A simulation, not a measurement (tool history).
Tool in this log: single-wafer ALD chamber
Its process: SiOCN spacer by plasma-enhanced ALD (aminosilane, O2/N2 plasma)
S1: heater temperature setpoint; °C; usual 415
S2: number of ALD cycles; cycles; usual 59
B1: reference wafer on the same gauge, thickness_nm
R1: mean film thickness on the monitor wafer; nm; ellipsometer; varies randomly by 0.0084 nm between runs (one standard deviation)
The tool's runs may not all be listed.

Run 1, hour 0: usual settings but S1 407 °C; B1 3.009. Result: R1 3.459 nm.
Run 2, hour 11.9: usual settings but S1 407 °C; B1 3.009. Result: R1 3.465 nm.
Run 3, hour 28.7: usual settings but S1 407 °C; B1 3.011. Result: R1 3.467 nm.
Run 4, hour 43.9: usual settings; B1 3.012. Result: R1 3.386 nm.
Run 5, hour 55.8: usual settings; B1 3.013. Result: R1 3.373 nm.
Run 6, hour 71.5: usual settings; B1 3.013. Result: R1 3.396 nm.
Run 7, hour 78.3: usual settings; B1 3.014. Result: R1 3.371 nm.
Run 8, hour 91.7: usual settings; B1 3.013. Result: R1 3.383 nm.
Run 9, hour 109.5: usual settings; B1 3.015. Result: R1 3.376 nm.
Run 10, hour 122.7: usual settings; B1 3.015. Result: R1 3.398 nm.
Run 11, hour 131.6: usual settings; B1 3.016. Result: R1 3.396 nm.
Run 12, hour 138.4: usual settings but S2 56 cycles; B1 3.019. Result: R1 3.218 nm.
Run 13, hour 154.9: usual settings but S2 56 cycles; B1 3.019. Result: R1 3.218 nm.
Run 14, hour 171.1: usual settings but S2 56 cycles; B1 3.018. Result: R1 3.236 nm.
Run 15, hour 179.9: usual settings but S1 409 °C; B1 3.02. Result: R1 3.472 nm.
Run 16, hour 188.9: usual settings; B1 3.019. Result: R1 3.399 nm.
Run 17, hour 200.3: usual settings; B1 3.022. Result: R1 3.4 nm.
Run 18, hour 215.4: usual settings but S2 51 cycles; B1 3.021. Result: R1 2.938 nm.
Run 19, hour 230.3: usual settings but S2 51 cycles; B1 3.02. Result: R1 2.933 nm.
Run 20, hour 237.2: usual settings; B1 3.023. Result: R1 3.414 nm.
Run 21, hour 243.7: usual settings; B1 3.023. Result: R1 3.415 nm.
Run 22, hour 257.3: usual settings; B1 3.023. Result: R1 3.415 nm.
Run 23, hour 273.4: usual settings but S1 409 °C, S2 52 cycles; B1 3.025. Result: R1 3.042 nm.
Run 24, hour 283.5: usual settings but S1 427 °C, S2 54 cycles; B1 3.025. Result: R1 3.004 nm.
Run 25, hour 292.6: usual settings but S1 411 °C, S2 65 cycles; B1 3.027. Result: R1 3.796 nm.
Run 26, hour 303.7: usual settings but S1 429 °C, S2 48 cycles; B1 3.027. Result: R1 2.665 nm.
Run 27, hour 312.9: usual settings; B1 3.027. Result: R1 3.405 nm.
At hour 321.2: thermocouple changed; heater temperature recalibrated.
Run 28, hour 326.2: usual settings but S1 423 °C, S2 55 cycles; B1 3.028. Result: R1 3.101 nm.
At hour 355.4: gauge calibrated.
Run 29, hour 355.9: usual settings but S1 405 °C; B1 2.988. Result: R1 3.456 nm.
Run 30, hour 403.6: usual settings but S1 422 °C, S2 50 cycles; B1 2.992. Result: R1 2.789 nm.
Run 31, hour 414.5: usual settings; B1 2.993. Result: R1 3.351 nm.
Run 32, hour 427.3: usual settings; B1 2.993. Result: R1 3.368 nm.
Run 33, hour 444: usual settings but S1 420 °C, S2 51 cycles; B1 2.993. Result: R1 2.86 nm.
Run 34, hour 460.1: usual settings but S1 411 °C, S2 52 cycles; B1 2.992. Result: R1 3.002 nm.
Run 35, hour 476.3: usual settings; B1 2.995. Result: R1 3.37 nm.
Run 36, hour 482.6: usual settings; B1 2.995. Result: R1 3.38 nm.
Run 37, hour 499.1: usual settings but S1 421 °C, S2 47 cycles; B1 2.996. Result: R1 2.641 nm.
Run 38, hour 508.1: usual settings but S1 408 °C, S2 63 cycles; B1 2.996. Result: R1 3.683 nm.
Run 39, hour 524.3: usual settings but S1 408 °C; B1 2.996. Result: R1 3.438 nm.
Run 40, hour 541.5: usual settings but S1 401 °C; B1 2.996. Result: R1 3.517 nm.
Run 41, hour 552: usual settings but S2 54 cycles; B1 2.999. Result: R1 3.074 nm.
Run 42, hour 558.7: usual settings but S1 419 °C; B1 2.998. Result: R1 3.34 nm.
Run 43, hour 567.1: usual settings but S1 402 °C, S2 70 cycles; B1 3. Result: R1 4.137 nm.
Run 44, hour 578: usual settings but S1 424 °C, S2 50 cycles; B1 3. Result: R1 2.793 nm.

Branching from run 44: 3 alternative next runs. What would each branch give?
Run A, hour 578.5: usual settings; B1 ?. Result: R1 ?.
Run B, hour 578.5: usual settings but S1 428 °C, S2 69 cycles; B1 ?. Result: R1 ?.
Run C, hour 578.5: usual settings but S1 406 °C, S2 63 cycles; B1 ?. Result: R1 ?.

run     B1     R1
  A  2.999  3.359
  B  2.999  3.785
  C  2.999  3.677
What these runs would have given with no unlogged condition in the tool:
run     R1
  A  3.348
  B  3.772
  C  3.665
